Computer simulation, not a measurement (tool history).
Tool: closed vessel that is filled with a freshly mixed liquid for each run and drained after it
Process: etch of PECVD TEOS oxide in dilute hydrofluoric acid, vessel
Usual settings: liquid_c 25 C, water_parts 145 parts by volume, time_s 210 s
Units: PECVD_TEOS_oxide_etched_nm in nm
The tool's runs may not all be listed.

run	hour	liquid_c	water_parts	time_s	read-back film thickness of the PECVD TEOS oxide reference wafer, read on the same gauge (nm)	PECVD_TEOS_oxide_etched_nm
1	0	25	145	210	140.01	30.85
2	69.9	25	145	210	140.01	31.15
3	113.7	25	145	210	140.01	31.12
4	179.5	25	145	210	140	31.37
5	218.7	25	145	210	139.97	31.26
6	281.8	25	145	210	139.97	31.1
7	322.9	25	145	210	140.01	31.39
# hour 347.2: gauge calibrated
8	385.4	25	175	280	140	33.36
9	543.7	25	175	280	140	33.47
# hour 547.7: thermometer replaced
10	614	25	145	210	139.99	32.91
11	666	25	145	210	140.01	32.93
# hour 685.7: hydrofluoric acid flow meter replaced
12	713.2	25	145	210	139.98	32.99
13	783.5	29	110	310	140	77.62
14	815.7	25	145	150	139.97	23.58
# hour 823.4: thermometer replaced, repeated, since the last time left the tool worse
15	870.4	25	105	210	140.04	42.52
16	913.5	22.5	145	210	139.98	26.56
17	977	25	145	110	139.99	15.5
18	1011.3	28.5	145	210	140.02	33.68
19	1041.3	25	145	210	139.98	29.49
20	1079.3	26.5	195	245	140	25.58

Run 21 comes next. What will it give?
21	1138	25	145	210	?	?

read-back film thickness of the PECVD TEOS oxide reference wafer, read on the same gauge (nm): 140.01
PECVD_TEOS_oxide_etched_nm: 29.61 nm
Without the tool's hidden state the same run would have given PECVD_TEOS_oxide_etched_nm 29.28 nm.
